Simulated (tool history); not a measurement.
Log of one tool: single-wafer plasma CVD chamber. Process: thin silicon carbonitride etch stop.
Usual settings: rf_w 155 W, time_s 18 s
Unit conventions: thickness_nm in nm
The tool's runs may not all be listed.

run    hour  rf_w  time_s  wafers since the last listed run  hours since the last thermocouple change  hours since the last RF generator calibration  hours since the showerhead was replaced  hours since the gauge calibration  read-back reference wafer on the same gauge, thickness_nm  thickness_nm
  1       0   155      18                                 0                                    1071.6                                          852.4                                   4503.7                              702.5                                                      8.369         9.407
        5.1  -- RF generator calibrated
  2    52.8   155      18                              1376                                    1124.4                                           47.7                                   4556.5                              755.3                                                      8.392         9.255
  3   124.5   155      18                              2070                                    1196.1                                          119.4                                   4628.2                                827                                                      8.401         9.385
  4   169.6   155      18                              1302                                    1241.2                                          164.5                                   4673.3                              872.1                                                      8.409         9.431
  5   218.8   155      18                              1420                                    1290.4                                          213.7                                   4722.5                              921.3                                                      8.425         9.386
  6   318.4   155    20.6                              2875                                      1390                                          313.3                                   4822.1                             1020.9                                                      8.439        10.847
  7   355.3   155    20.6                              1065                                    1426.9                                          350.2                                     4859                             1057.8                                                      8.458         10.78
  8   413.8   155    20.6                              1689                                    1485.4                                          408.7                                   4917.5                             1116.3                                                      8.483        10.793
  9   457.9   155    19.9                              1273                                    1529.5                                          452.8                                   4961.6                             1160.4                                                      8.481        10.398
 10   503.3   155    19.9                              1310                                    1574.9                                          498.2                                     5007                             1205.8                                                       8.51        10.464
 11   600.6   155      18                              2809                                    1672.2                                          595.5                                   5104.3                             1303.1                                                      8.533         9.536
 12   661.6   155      18                              1761                                    1733.2                                          656.5                                   5165.3                             1364.1                                                      8.555         9.575
 13   701.1   155      18                              1140                                    1772.7                                            696                                   5204.8                             1403.6                                                      8.579         9.517
 14   777.5   125      17                              2205                                    1849.1                                          772.4                                   5281.2                               1480                                                      8.614         8.606
 15   825.8   135    21.4                              1394                                    1897.4                                          820.7                                   5329.5                             1528.3                                                      8.627        11.053
      893.8  -- gauge calibrated
 16   908.4   125      17                              2384                                      1980                                          903.3                                   5412.1                               14.6                                                      8.289         8.196
     1055.3  -- RF generator calibrated
 17  1083.7   165    20.2                              4830                                    2155.3                                           28.4                                   5587.4                              189.9                                                      8.304        10.623
 18  1125.4   165    20.2                              1204                                      2197                                           70.1                                   5629.1                              231.6                                                      8.302        10.655
     1142.7  -- thermocouple changed; heater temperature recalibrated
     1224.1  -- showerhead replaced
 19  1224.6   155      17                              2402                                      81.9                                          169.3                                      0.5                              330.8                                                      8.324         8.711
 20  1254.2   155      18                               854                                     111.5                                          198.9                                     30.1                              360.4                                                      8.322         9.326
 21  1304.8   165    19.3                              1460                                     162.1                                          249.5                                     80.7                                411                                                      8.328        10.244
 22  1343.6   180      18                              1120                                     200.9                                          288.3                                    119.5                              449.8                                                      8.325          9.66
 23  1426.8   135      18                              2402                                     284.1                                          371.5                                    202.7                                533                                                      8.352         8.943
 24  1497.4   155      18                              2038                                     354.7                                          442.1                                    273.3                              603.6                                                      8.358         9.352
 25  1562.7   170    18.9                              1885                                       420                                          507.4                                    338.6                              668.9                                                      8.364        10.071
 26  1622.9   155    16.6                              1738                                     480.2                                          567.6                                    398.8                              729.1                                                      8.381         8.627
 27  1718.6   185      18                              2763                                     575.9                                          663.3                                    494.5                              824.8                                                      8.394         9.777

Here are 3 independent what-if runs from the current tool condition. What would each one return?
  A  1719   155      18                                11                                     576.3                                          663.7                                    494.9                              825.2                                                          ?             ?
  B  1719   170    19.5                                11                                     576.3                                          663.7                                    494.9                              825.2                                                          ?             ?
  C  1719   145      18                                11                                     576.3                                          663.7                                    494.9                              825.2                                                          ?             ?

run  read-back reference wafer on the same gauge, thickness_nm  thickness_nm
  A                                                      8.399         9.353
  B                                                      8.399        10.401
  C                                                      8.399         9.179
Without the tool's unlogged condition, the same runs would have read:
run  thickness_nm
  A         9.255
  B        10.293
  C         9.083
